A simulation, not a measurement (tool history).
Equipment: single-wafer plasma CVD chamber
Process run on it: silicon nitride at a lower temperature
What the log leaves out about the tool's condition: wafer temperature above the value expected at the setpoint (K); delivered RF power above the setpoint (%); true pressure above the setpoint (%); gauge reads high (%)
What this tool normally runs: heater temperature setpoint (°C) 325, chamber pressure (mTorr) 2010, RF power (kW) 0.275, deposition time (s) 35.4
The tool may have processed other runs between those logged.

run,hour,heater temperature setpoint (°C),chamber pressure (mTorr),RF power (kW),deposition time (s),wafers since the last listed run,hours since the last thermocouple change,hours since the last RF generator calibration,hours since the last manometer calibration,hours since the showerhead was replaced,hours since the gauge calibration,"read-back reference wafer on the same gauge, thickness_nm",mean film thickness on the monitor wafer (angstrom)
1,0.0,325,2010,0.275,35.4,0,758.1,955.9,1441.1,3491.3,362.4,40.303,439.09
2,68.6,325,2010,0.275,35.4,1036,826.7,1024.5,1509.7,3559.9,431.0,40.316,438.58
3,146.7,325,2010,0.275,35.4,1179,904.8,1102.6,1587.8,3638.0,509.1,40.323,439.50
4,219.1,325,2010,0.275,37.3,1093,977.2,1175.0,1660.2,3710.4,581.5,40.295,462.80
5,320.5,325,2010,0.275,37.3,1531,1078.6,1276.4,1761.6,3811.8,682.9,40.308,462.32
6,411.8,318,2010,0.235,35.4,1378,1169.9,1367.7,1852.9,3903.1,774.2,40.292,395.96
7,497.1,325,2010,0.275,35.4,1288,1255.2,1453.0,1938.2,3988.4,859.5,40.310,439.09
8,594.0,325,2010,0.275,35.4,1463,1352.1,1549.9,2035.1,4085.3,956.4,40.278,441.57
9,630.7,331,2010,0.275,35.4,554,1388.8,1586.6,2071.8,4122.0,993.1,40.285,439.19
# hour 727.4: gauge calibrated
# hour 731.5: thermocouple changed; heater temperature recalibrated
10,796.6,325,2010,0.275,35.4,2384,65.1,1752.5,2237.7,4287.9,69.2,40.304,439.20
# hour 841.5: RF generator calibrated
11,844.1,325,1770,0.275,35.4,596,112.6,2.6,2285.2,4335.4,116.7,40.304,419.23
# hour 900.0: showerhead replaced
12,900.5,325,1770,0.275,35.4,731,169.0,59.0,2341.6,0.5,173.1,40.292,421.26
13,958.0,325,2010,0.275,35.4,868,226.5,116.5,2399.1,58.0,230.6,40.279,442.24
14,1009.5,325,1770,0.275,35.4,777,278.0,168.0,2450.6,109.5,282.1,40.298,420.82
15,1068.2,325,1700,0.275,32.5,886,336.7,226.7,2509.3,168.2,340.8,40.297,378.23
16,1154.8,320,2010,0.230,35.4,1307,423.3,313.3,2595.9,254.8,427.4,40.309,393.38
# hour 1223.2: capacitance manometer re-zeroed and calibrated
17,1258.0,325,2010,0.275,41.8,1437,526.5,416.5,34.8,358.0,530.6,40.269,531.18
18,1352.7,325,1770,0.275,35.4,1430,621.2,511.2,129.5,452.7,625.3,40.294,429.11
19,1456.2,311,2010,0.305,40.9,1563,724.7,614.7,233.0,556.2,728.8,40.291,558.67
20,1506.1,325,2340,0.275,38.7,753,774.6,664.6,282.9,606.1,778.7,40.300,515.15
# hour 1518.1: capacitance manometer re-zeroed and calibrated, repeated, since the last time left the tool worse
21,1556.3,325,2010,0.275,35.4,637,824.8,714.8,38.2,656.3,828.9,40.281,435.00
22,1633.9,339,2180,0.300,31.0,1172,902.4,792.4,115.8,733.9,906.5,40.309,414.01
23,1936.7,329,2010,0.275,37.8,4573,1205.2,1095.2,418.6,1036.7,1209.3,40.290,466.50
24,2044.2,319,1510,0.245,28.4,1623,1312.7,1202.7,526.1,1144.2,1316.8,40.274,288.48

Branching from run 24: 3 alternative next runs. What would each branch give?
A,2044.6,333,2010,0.275,35.4,6,1313.1,1203.1,526.5,1144.6,1317.2,?,?
B,2044.6,330,2010,0.275,35.4,6,1313.1,1203.1,526.5,1144.6,1317.2,?,?
C,2044.6,325,2010,0.320,35.4,6,1313.1,1203.1,526.5,1144.6,1317.2,?,?

run,"read-back reference wafer on the same gauge, thickness_nm",mean film thickness on the monitor wafer (angstrom)
A,40.293,433.52
B,40.293,434.02
C,40.293,480.16
What these runs would have given with no unlogged condition in the tool:
run,mean film thickness on the monitor wafer (angstrom)
A,431.95
B,432.45
C,478.43

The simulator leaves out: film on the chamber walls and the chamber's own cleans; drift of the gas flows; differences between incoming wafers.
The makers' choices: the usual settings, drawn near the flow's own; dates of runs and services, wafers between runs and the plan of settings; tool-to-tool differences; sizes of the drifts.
